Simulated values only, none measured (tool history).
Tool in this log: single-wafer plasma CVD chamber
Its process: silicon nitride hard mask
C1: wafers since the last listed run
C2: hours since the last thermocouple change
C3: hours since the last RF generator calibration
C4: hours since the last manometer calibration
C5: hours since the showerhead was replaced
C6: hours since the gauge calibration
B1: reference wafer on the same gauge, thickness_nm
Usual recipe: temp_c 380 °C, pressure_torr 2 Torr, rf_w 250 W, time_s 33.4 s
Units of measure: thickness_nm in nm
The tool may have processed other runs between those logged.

{"run": 1, "hour": 0.0, "temp_c": 380, "pressure_torr": 2, "rf_w": 250, "time_s": 33.4, "C1": 0, "C2": 2614.9, "C3": 2093.3, "C4": 1657.1, "C5": 2728.3, "C6": 85.5, "B1": 33.397, "thickness_nm": 34.667}
{"run": 2, "hour": 13.8, "temp_c": 380, "pressure_torr": 2, "rf_w": 250, "time_s": 33.4, "C1": 368, "C2": 2628.7, "C3": 2107.1, "C4": 1670.9, "C5": 2742.1, "C6": 99.3, "B1": 33.407, "thickness_nm": 34.767}
{"run": 3, "hour": 27.9, "temp_c": 380, "pressure_torr": 1.62, "rf_w": 250, "time_s": 33.4, "C1": 376, "C2": 2642.8, "C3": 2121.2, "C4": 1685, "C5": 2756.2, "C6": 113.4, "B1": 33.391, "thickness_nm": 33.499}
{"run": 4, "hour": 41.1, "temp_c": 380, "pressure_torr": 1.62, "rf_w": 250, "time_s": 33.4, "C1": 352, "C2": 2656, "C3": 2134.4, "C4": 1698.2, "C5": 2769.4, "C6": 126.6, "B1": 33.403, "thickness_nm": 33.362}
{"run": 5, "hour": 54.1, "temp_c": 380, "pressure_torr": 2, "rf_w": 250, "time_s": 33.4, "C1": 347, "C2": 2669, "C3": 2147.4, "C4": 1711.2, "C5": 2782.4, "C6": 139.6, "B1": 33.408, "thickness_nm": 34.678}
{"run": 6, "hour": 65.0, "temp_c": 374, "pressure_torr": 2, "rf_w": 250, "time_s": 33.4, "C1": 291, "C2": 2679.9, "C3": 2158.3, "C4": 1722.1, "C5": 2793.3, "C6": 150.5, "B1": 33.405, "thickness_nm": 34.73}
{"run": 7, "hour": 73.3, "temp_c": 380, "pressure_torr": 2, "rf_w": 250, "time_s": 33.4, "C1": 221, "C2": 2688.2, "C3": 2166.6, "C4": 1730.4, "C5": 2801.6, "C6": 158.8, "B1": 33.413, "thickness_nm": 34.675}
{"hour": 88.8, "done": "capacitance manometer re-zeroed and calibrated"}
{"hour": 91.7, "done": "showerhead replaced"}
{"run": 8, "hour": 120.0, "temp_c": 380, "pressure_torr": 2, "rf_w": 250, "time_s": 33.4, "C1": 956, "C2": 2734.9, "C3": 2213.3, "C4": 31.2, "C5": 28.3, "C6": 205.5, "B1": 33.387, "thickness_nm": 34.742}
{"run": 9, "hour": 129.7, "temp_c": 375, "pressure_torr": 1.79, "rf_w": 250, "time_s": 33.4, "C1": 259, "C2": 2744.6, "C3": 2223, "C4": 40.9, "C5": 38, "C6": 215.2, "B1": 33.419, "thickness_nm": 33.965}
{"hour": 142.4, "done": "thermocouple changed; heater temperature recalibrated"}
{"run": 10, "hour": 147.5, "temp_c": 380, "pressure_torr": 2, "rf_w": 250, "time_s": 33.4, "C1": 261, "C2": 5.1, "C3": 2240.8, "C4": 58.7, "C5": 55.8, "C6": 233, "B1": 33.402, "thickness_nm": 34.627}
{"run": 11, "hour": 165.1, "temp_c": 367, "pressure_torr": 2, "rf_w": 300, "time_s": 33.4, "C1": 470, "C2": 22.7, "C3": 2258.4, "C4": 76.3, "C5": 73.4, "C6": 250.6, "B1": 33.383, "thickness_nm": 39.425}
{"run": 12, "hour": 171.9, "temp_c": 380, "pressure_torr": 1.73, "rf_w": 250, "time_s": 33.4, "C1": 181, "C2": 29.5, "C3": 2265.2, "C4": 83.1, "C5": 80.2, "C6": 257.4, "B1": 33.394, "thickness_nm": 33.757}
{"hour": 177.9, "done": "gauge calibrated"}
{"hour": 188.5, "done": "RF generator calibrated"}
{"run": 13, "hour": 189.6, "temp_c": 365, "pressure_torr": 2, "rf_w": 250, "time_s": 33.4, "C1": 259, "C2": 47.2, "C3": 1.1, "C4": 100.8, "C5": 97.9, "C6": 11.7, "B1": 33.423, "thickness_nm": 37.149}
{"run": 14, "hour": 203.4, "temp_c": 367, "pressure_torr": 1.63, "rf_w": 250, "time_s": 33.4, "C1": 368, "C2": 61, "C3": 14.9, "C4": 114.6, "C5": 111.7, "C6": 25.5, "B1": 33.394, "thickness_nm": 35.699}
{"run": 15, "hour": 246.5, "temp_c": 380, "pressure_torr": 2, "rf_w": 250, "time_s": 38.2, "C1": 1151, "C2": 104.1, "C3": 58, "C4": 157.7, "C5": 154.8, "C6": 68.6, "B1": 33.393, "thickness_nm": 41.87}

Forecast each of these 3 alternatives for the next run:
{"run": "A", "hour": 246.9, "temp_c": 380, "pressure_torr": 2, "rf_w": 250, "time_s": 35.8, "C1": 10, "C2": 104.5, "C3": 58.4, "C4": 158.1, "C5": 155.2, "C6": 69, "B1": "?", "thickness_nm": "?"}
{"run": "B", "hour": 246.9, "temp_c": 380, "pressure_torr": 2.22, "rf_w": 250, "time_s": 37.6, "C1": 10, "C2": 104.5, "C3": 58.4, "C4": 158.1, "C5": 155.2, "C6": 69, "B1": "?", "thickness_nm": "?"}
{"run": "C", "hour": 246.9, "temp_c": 389, "pressure_torr": 2, "rf_w": 250, "time_s": 33.4, "C1": 10, "C2": 104.5, "C3": 58.4, "C4": 158.1, "C5": 155.2, "C6": 69, "B1": "?", "thickness_nm": "?"}

run=A B1=33.402 thickness_nm=39.307
run=B B1=33.402 thickness_nm=42.055
run=C B1=33.402 thickness_nm=36.525
Had the tool no hidden state, the same runs would have come out as:
run=A thickness_nm=39.697
run=B thickness_nm=42.473
run=C thickness_nm=36.888

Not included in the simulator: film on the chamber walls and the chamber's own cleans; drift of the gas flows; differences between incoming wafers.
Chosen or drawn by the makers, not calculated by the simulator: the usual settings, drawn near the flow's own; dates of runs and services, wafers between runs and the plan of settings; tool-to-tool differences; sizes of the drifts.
